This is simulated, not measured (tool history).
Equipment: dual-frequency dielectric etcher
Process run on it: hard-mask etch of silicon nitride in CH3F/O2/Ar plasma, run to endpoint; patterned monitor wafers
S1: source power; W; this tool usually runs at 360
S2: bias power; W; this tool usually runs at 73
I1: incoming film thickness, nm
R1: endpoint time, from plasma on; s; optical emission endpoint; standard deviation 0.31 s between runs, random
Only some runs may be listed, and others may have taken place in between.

run   hour   S1  S2     I1    R1
  1    0.0  360  73  45.71  69.8
  2   26.3  360  73  46.09  69.9
  3   48.5  360  73  46.56  70.7
  4   79.3  360  73  45.94  69.6
  5  102.1  360  73  45.76  69.3
  6  135.2  360  73  45.70  69.1
  7  161.2  360  73  46.26  69.5
  8  174.2  360  73  45.81  69.0
  9  205.4  420  73  46.23  66.4
 10  237.4  420  73  45.84  65.8
     255.3  -- bias power generator calibrated
     264.6  -- wet clean of the chamber
 11  265.1  420  73  45.73  67.4
 12  282.6  360  73  45.97  70.4
 13  297.7  360  73  45.76  70.4
     325.5  -- upper electrode replaced
 14  328.0  340  73  45.86  71.8
 15  358.4  340  73  46.12  72.0
 16  390.6  340  73  45.79  71.7
 17  423.2  400  63  45.58  70.1
 18  450.9  430  84  45.70  64.1
 19  479.8  360  73  46.06  70.6
 20  504.8  300  73  45.72  73.8
     511.3  -- source power generator calibrated
 21  520.0  320  73  46.21  72.7
 22  534.3  380  73  46.12  69.2
 23  549.3  340  73  46.16  71.6
 24  568.6  360  73  45.33  69.4
 25  594.5  360  60  45.79  72.9
 26  620.5  270  83  45.86  73.1
 27  655.6  360  73  45.85  69.8
 28  686.3  390  80  45.47  65.5
 29  717.2  360  83  45.83  66.6
 30  750.9  300  79  45.97  71.4
 31  777.2  360  73  45.68  69.2
 32  798.0  310  65  45.99  73.2

Predict the results of run 33:
     833.2  -- wet clean of the chamber
 33  833.7  360  73  45.78   ?

R1: 71.2 s
The same run, on a tool lacking any hidden state, would have yielded R1 71.1 s.
